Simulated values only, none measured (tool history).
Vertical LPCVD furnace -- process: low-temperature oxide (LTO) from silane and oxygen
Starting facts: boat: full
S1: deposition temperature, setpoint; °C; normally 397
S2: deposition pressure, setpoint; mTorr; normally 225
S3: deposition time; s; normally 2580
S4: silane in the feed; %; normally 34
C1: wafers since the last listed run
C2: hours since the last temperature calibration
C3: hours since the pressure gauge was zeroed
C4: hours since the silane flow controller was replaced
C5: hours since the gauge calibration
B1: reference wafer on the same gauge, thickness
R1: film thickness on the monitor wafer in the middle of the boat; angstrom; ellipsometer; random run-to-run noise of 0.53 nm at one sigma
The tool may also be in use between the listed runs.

run 1 hour=0 | S1=397 S2=240 S3=2580 S4=34 | C1=0 C2=3120.9 C3=2636.2 C4=2714.2 C5=141.2 | B1=333.9 | R1=3601.7
run 2 hour=14.8 | S1=397 S2=240 S3=2580 S4=34 | C1=183 C2=3135.7 C3=2651 C4=2729 C5=156 | B1=334.08 | R1=3596.8
run 3 hour=41.8 | S1=397 S2=240 S3=2580 S4=34 | C1=335 C2=3162.7 C3=2678 C4=2756 C5=183 | B1=334.19 | R1=3596.4
run 4 hour=65.9 | S1=397 S2=225 S3=2850 S4=34 | C1=299 C2=3186.8 C3=2702.1 C4=2780.1 C5=207.1 | B1=334.02 | R1=3713.8
run 5 hour=81.7 | S1=397 S2=225 S3=2850 S4=34 | C1=196 C2=3202.6 C3=2717.9 C4=2795.9 C5=222.9 | B1=334.07 | R1=3719.8
run 6 hour=99.9 | S1=406 S2=225 S3=2580 S4=34 | C1=226 C2=3220.8 C3=2736.1 C4=2814.1 C5=241.1 | B1=334.03 | R1=3724.6
run 7 hour=119.9 | S1=406 S2=225 S3=2580 S4=34 | C1=248 C2=3240.8 C3=2756.1 C4=2834.1 C5=261.1 | B1=334.02 | R1=3725.9
-- hour=132.6 gauge calibrated
run 8 hour=144.7 | S1=397 S2=225 S3=2850 S4=31 | C1=308 C2=3265.6 C3=2780.9 C4=2858.9 C5=12.1 | B1=334.09 | R1=3260
run 9 hour=166.9 | S1=397 S2=225 S3=3510 S4=34 | C1=275 C2=3287.8 C3=2803.1 C4=2881.1 C5=34.3 | B1=333.92 | R1=4559.2
-- hour=223.2 pressure gauge zeroed
-- hour=230.7 thermocouples replaced and temperature profile calibrated
-- hour=264.9 silane flow controller replaced
run 10 hour=265.4 | S1=387 S2=275 S3=2580 S4=40 | C1=534 C2=34.7 C3=42.2 C4=0.5 C5=132.8 | B1=334.02 | R1=4751.8
run 11 hour=273.2 | S1=392 S2=225 S3=2580 S4=34 | C1=96 C2=42.5 C3=50 C4=8.3 C5=140.6 | B1=333.91 | R1=3330.1
run 12 hour=301.1 | S1=408 S2=245 S3=2040 S4=34 | C1=346 C2=70.4 C3=77.9 C4=36.2 C5=168.5 | B1=333.95 | R1=3460.6
run 13 hour=328.4 | S1=397 S2=225 S3=2580 S4=34 | C1=339 C2=97.7 C3=105.2 C4=63.5 C5=195.8 | B1=333.85 | R1=3525.2
-- hour=345.7 gauge calibrated
run 14 hour=355.8 | S1=397 S2=225 S3=3180 S4=34 | C1=340 C2=125.1 C3=132.6 C4=90.9 C5=10.1 | B1=334.01 | R1=4353.2
run 15 hour=385.9 | S1=397 S2=265 S3=1830 S4=31 | C1=374 C2=155.2 C3=162.7 C4=121 C5=40.2 | B1=334.12 | R1=2581.2
run 16 hour=419.7 | S1=406 S2=200 S3=3000 S4=38 | C1=420 C2=189 C3=196.5 C4=154.8 C5=74 | B1=334.07 | R1=4657.6

5 options for the next run, each taken on its own from the tool as it stands now. Forecast them:
run A hour=425.1 | S1=397 S2=225 S3=2580 S4=34 | C1=67 C2=194.4 C3=201.9 C4=160.2 C5=79.4 | B1=? | R1=?
run B hour=425.1 | S1=397 S2=225 S3=2910 S4=32 | C1=67 C2=194.4 C3=201.9 C4=160.2 C5=79.4 | B1=? | R1=?
run C hour=425.1 | S1=408 S2=205 S3=2130 S4=31 | C1=67 C2=194.4 C3=201.9 C4=160.2 C5=79.4 | B1=? | R1=?
run D hour=425.1 | S1=397 S2=225 S3=2040 S4=39 | C1=67 C2=194.4 C3=201.9 C4=160.2 C5=79.4 | B1=? | R1=?
run E hour=425.1 | S1=397 S2=275 S3=2190 S4=34 | C1=67 C2=194.4 C3=201.9 C4=160.2 C5=79.4 | B1=? | R1=?

run=A B1=333.92 R1=3508.5
run=B B1=333.92 R1=3635.9
run=C B1=333.92 R1=2634.7
run=D B1=333.92 R1=3317.9
run=E B1=333.92 R1=3640.9
What these runs would have given with no unlogged condition in the tool:
run=A R1=3513.4
run=B R1=3641
run=C R1=2638.8
run=D R1=3322.5
run=E R1=3645
